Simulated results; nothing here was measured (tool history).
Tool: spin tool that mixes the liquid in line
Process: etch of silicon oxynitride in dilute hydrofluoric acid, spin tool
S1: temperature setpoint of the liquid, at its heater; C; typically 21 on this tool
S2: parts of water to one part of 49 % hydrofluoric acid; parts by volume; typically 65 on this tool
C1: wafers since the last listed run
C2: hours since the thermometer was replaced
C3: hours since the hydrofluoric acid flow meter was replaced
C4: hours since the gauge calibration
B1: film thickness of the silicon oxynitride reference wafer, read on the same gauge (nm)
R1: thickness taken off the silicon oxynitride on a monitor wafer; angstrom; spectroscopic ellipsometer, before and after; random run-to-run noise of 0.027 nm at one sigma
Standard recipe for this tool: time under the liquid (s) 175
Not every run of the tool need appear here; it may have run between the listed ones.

Run 1, hour 0: usual settings; C1 0; C2 2178.9; C3 2277.6; C4 96.5; B1 30.01. Result: R1 82.4 angstrom.
Run 2, hour 17.7: usual settings; C1 169; C2 2196.6; C3 2295.3; C4 114.2; B1 30.01. Result: R1 81.9 angstrom.
Run 3, hour 26.5: usual settings but S2 45 parts by volume; C1 84; C2 2205.4; C3 2304.1; C4 123; B1 29.97. Result: R1 119.7 angstrom.
Run 4, hour 36.8: usual settings but S2 45 parts by volume; C1 98; C2 2215.7; C3 2314.4; C4 133.3; B1 30. Result: R1 120.4 angstrom.
Run 5, hour 49.8: usual settings; C1 124; C2 2228.7; C3 2327.4; C4 146.3; B1 29.99. Result: R1 81.9 angstrom.
Run 6, hour 60.3: usual settings; C1 100; C2 2239.2; C3 2337.9; C4 156.8; B1 29.98. Result: R1 81.3 angstrom.
Run 7, hour 72.8: usual settings; C1 119; C2 2251.7; C3 2350.4; C4 169.3; B1 30.02. Result: R1 81.2 angstrom.
Run 8, hour 79.3: usual settings; C1 62; C2 2258.2; C3 2356.9; C4 175.8; B1 29.98. Result: R1 81.4 angstrom.
At hour 84.2: gauge calibrated.
Run 9, hour 93.6: usual settings; C1 136; C2 2272.5; C3 2371.2; C4 9.4; B1 30. Result: R1 80.9 angstrom.
Run 10, hour 106.9: usual settings but S1 23 C, S2 85 parts by volume, time under the liquid (s) 200; C1 127; C2 2285.8; C3 2384.5; C4 22.7; B1 29.98. Result: R1 77.3 angstrom.
At hour 113.7: hydrofluoric acid flow meter replaced.
Run 11, hour 118.4: usual settings but time under the liquid (s) 220; C1 100; C2 2297.3; C3 4.7; C4 34.2; B1 29.98. Result: R1 118.5 angstrom.
Run 12, hour 131.9: usual settings but time under the liquid (s) 265; C1 128; C2 2310.8; C3 18.2; C4 47.7; B1 30.01. Result: R1 142.4 angstrom.
At hour 135.8: thermometer replaced.
Run 13, hour 139.5: usual settings; C1 63; C2 3.7; C3 25.8; C4 55.3; B1 30. Result: R1 106.9 angstrom.
Run 14, hour 147.8: usual settings but S1 17 C; C1 79; C2 12; C3 34.1; C4 63.6; B1 29.99. Result: R1 87.8 angstrom.
Run 15, hour 163.8: usual settings but S1 17.5 C, S2 90 parts by volume; C1 152; C2 28; C3 50.1; C4 79.6; B1 30. Result: R1 63.7 angstrom.
Run 16, hour 170.6: usual settings but S1 23.5 C, time under the liquid (s) 270; C1 64; C2 34.8; C3 56.9; C4 86.4; B1 30. Result: R1 186.7 angstrom.
Run 17, hour 185.4: usual settings; C1 141; C2 49.6; C3 71.7; C4 101.2; B1 30. Result: R1 106.5 angstrom.
Run 18, hour 194.9: usual settings but time under the liquid (s) 80; C1 90; C2 59.1; C3 81.2; C4 110.7; B1 30. Result: R1 48.8 angstrom.
Run 19, hour 201.9: usual settings but S1 25.5 C; C1 66; C2 66.1; C3 88.2; C4 117.7; B1 29.99. Result: R1 133 angstrom.

For each run, what was the tool's unlogged condition?
gauge reads high (%): 0 in every run
H1: liquid colder than its thermometer reads (K)
H2: hydrofluoric acid flow below the setpoint (%)
run     H1     H2
  1   2.74   13.4
  2   2.76   13.5
  3   2.77   13.5
  4   2.78   13.6
  5    2.8   13.6
  6   2.81   13.7
  7   2.83   13.8
  8   2.83   13.8
  9   2.85   13.9
 10   2.87     14
 11   2.88  0.602
 12    2.9  0.676
 13  0.298  0.718
 14  0.308  0.764
 15  0.327  0.852
 16  0.335  0.889
 17  0.353   0.97
 18  0.365   1.02
 19  0.373   1.06
